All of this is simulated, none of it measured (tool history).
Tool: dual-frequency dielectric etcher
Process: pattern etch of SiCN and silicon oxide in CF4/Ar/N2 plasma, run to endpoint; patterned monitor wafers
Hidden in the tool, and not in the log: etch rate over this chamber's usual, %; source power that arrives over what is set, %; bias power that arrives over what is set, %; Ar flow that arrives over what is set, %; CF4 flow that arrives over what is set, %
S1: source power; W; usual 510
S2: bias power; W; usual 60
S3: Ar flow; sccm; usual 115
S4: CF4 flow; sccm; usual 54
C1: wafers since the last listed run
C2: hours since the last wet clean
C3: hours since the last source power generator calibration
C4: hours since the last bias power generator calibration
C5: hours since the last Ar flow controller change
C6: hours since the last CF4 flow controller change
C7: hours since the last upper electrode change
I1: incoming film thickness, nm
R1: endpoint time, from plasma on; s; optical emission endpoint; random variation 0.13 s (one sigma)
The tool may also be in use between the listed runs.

run	hour	S1	S2	S3	S4	C1	C2	C3	C4	C5	C6	C7	I1	R1
1	0.0	510	50	115	54	0	371.1	3221.6	4124.7	1882.2	2356.0	2822.9	14.74	18.5
2	28.7	510	60	115	54	340	399.8	3250.3	4153.4	1910.9	2384.7	2851.6	14.64	17.4
3	61.3	510	60	115	54	387	432.4	3282.9	4186.0	1943.5	2417.3	2884.2	14.82	17.6
4	85.5	510	52	115	54	287	456.6	3307.1	4210.2	1967.7	2441.5	2908.4	14.79	18.2
5	119.7	510	52	115	54	406	490.8	3341.3	4244.4	2001.9	2475.7	2942.6	14.74	18.1
6	138.0	510	60	115	54	217	509.1	3359.6	4262.7	2020.2	2494.0	2960.9	14.71	17.3
7	168.4	510	60	135	54	361	539.5	3390.0	4293.1	2050.6	2524.4	2991.3	14.79	18.0
# hour 204.1: wet clean of the chamber
8	204.6	510	60	115	54	144	0.5	3426.2	4329.3	2086.8	2560.6	3027.5	14.83	17.9
9	204.9	510	60	115	54	3	0.8	3426.5	4329.6	2087.1	2560.9	3027.8	14.79	18.1
10	228.7	510	60	115	54	282	24.6	3450.3	4353.4	2110.9	2584.7	3051.6	14.82	18.0
# hour 244.6: Ar flow controller replaced
11	245.1	510	60	115	49	123	41.0	3466.7	4369.8	0.5	2601.1	3068.0	14.92	18.4
12	278.1	510	56	91	54	391	74.0	3499.7	4402.8	33.5	2634.1	3101.0	14.79	17.7
# hour 323.9: upper electrode replaced
13	324.4	610	52	115	54	264	120.3	3546.0	4449.1	79.8	2680.4	0.5	14.81	15.6
# hour 339.7: source power generator calibrated
14	340.2	510	60	97	54	140	136.1	0.5	4464.9	95.6	2696.2	16.3	14.81	17.2
15	357.4	510	53	115	54	204	153.3	17.7	4482.1	112.8	2713.4	33.5	14.83	18.5

Forecast run 16:
16	391.1	510	60	115	54	400	187.0	51.4	4515.8	146.5	2747.1	67.2	14.77	?

Run 16 gave R1 18.0 s.
Without the tool's hidden state the same run would have given R1 18.2 s.
